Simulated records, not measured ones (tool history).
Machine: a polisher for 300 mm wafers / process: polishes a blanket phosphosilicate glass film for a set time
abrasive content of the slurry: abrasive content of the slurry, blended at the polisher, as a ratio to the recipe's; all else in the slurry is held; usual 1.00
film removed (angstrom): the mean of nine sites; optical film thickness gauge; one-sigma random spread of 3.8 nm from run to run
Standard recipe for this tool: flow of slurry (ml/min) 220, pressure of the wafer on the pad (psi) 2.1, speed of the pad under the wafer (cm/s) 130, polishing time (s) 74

run,hour,flow of slurry (ml/min),pressure of the wafer on the pad (psi),speed of the pad under the wafer (cm/s),abrasive content of the slurry,polishing time (s),"incoming thickness of the incoming film, nm",film removed (angstrom)
1,0.0,220,2.1,130,1.00,74,2123.6,5211
2,71.9,220,2.1,130,1.00,74,2120.9,5163
3,118.9,220,2.1,130,1.00,74,2116.9,5110
# hour 130.5: worn pad replaced by a new one
# hour 136.4: slurry blender recalibrated
# hour 140.3: conditioning disc replaced and pad reconditioned
# hour 148.0: slurry nozzle cleaned
4,171.2,220,2.1,130,1.00,74,2079.6,5286
5,212.2,220,2.1,130,1.00,74,2083.7,5255
6,271.5,220,2.1,130,1.00,74,2128.6,5077
7,304.9,220,2.1,130,1.00,74,2127.8,5106
# hour 340.4: worn pad replaced by a new one
# hour 340.7: slurry blender recalibrated
# hour 351.3: conditioning disc replaced and pad reconditioned
8,367.6,220,2.1,130,1.00,74,2127.3,5418
9,414.6,220,2.1,130,1.00,74,2157.0,5223
# hour 424.5: head pressure recalibrated
10,465.8,220,1.9,110,1.00,74,2142.8,4192
11,512.3,220,2.1,90,0.85,54,2163.4,2736
12,543.0,245,2.1,144,1.25,92,2146.8,7577
# hour 576.2: worn pad replaced by a new one
# hour 577.1: conditioning disc replaced and pad reconditioned
13,577.6,220,2.1,130,1.00,74,2092.6,5503
# hour 583.3: slurry blender recalibrated
# hour 590.4: slurry nozzle cleaned
14,774.2,220,2.1,90,0.85,54,2157.4,2754
# hour 795.5: conditioning disc replaced and pad reconditioned
# hour 808.4: slurry blender recalibrated
# hour 812.9: worn pad replaced by a new one
15,833.8,195,2.6,130,1.00,58,2096.8,5061
# hour 862.7: head pressure recalibrated
16,900.5,150,2.5,164,0.75,74,2155.1,5848
17,938.6,220,1.7,130,0.80,57,2098.1,2889
# hour 996.5: conditioning disc replaced and pad reconditioned
18,1000.6,200,2.1,164,1.25,74,2073.8,6941
# hour 1030.2: worn pad replaced by a new one
# hour 1032.2: slurry blender recalibrated
# hour 1066.8: slurry nozzle cleaned
19,1070.9,220,2.4,130,0.85,74,2086.7,5476

Forecast each of these 5 alternatives for the next run:
A,1071.3,220,2.1,130,1.00,74,2122.6,?
B,1071.3,220,2.7,130,1.20,83,2122.6,?
C,1071.3,220,2.1,130,1.00,56,2122.6,?
D,1071.3,250,2.1,142,1.25,74,2122.6,?
E,1071.3,220,2.1,130,0.80,74,2122.6,?

run,film removed (angstrom)
A,5244
B,8110
C,3969
D,6224
E,4681
Had the tool no hidden state, the same runs would have come out as:
run,film removed (angstrom)
A,5510
B,8625
C,4170
D,6562
E,4919
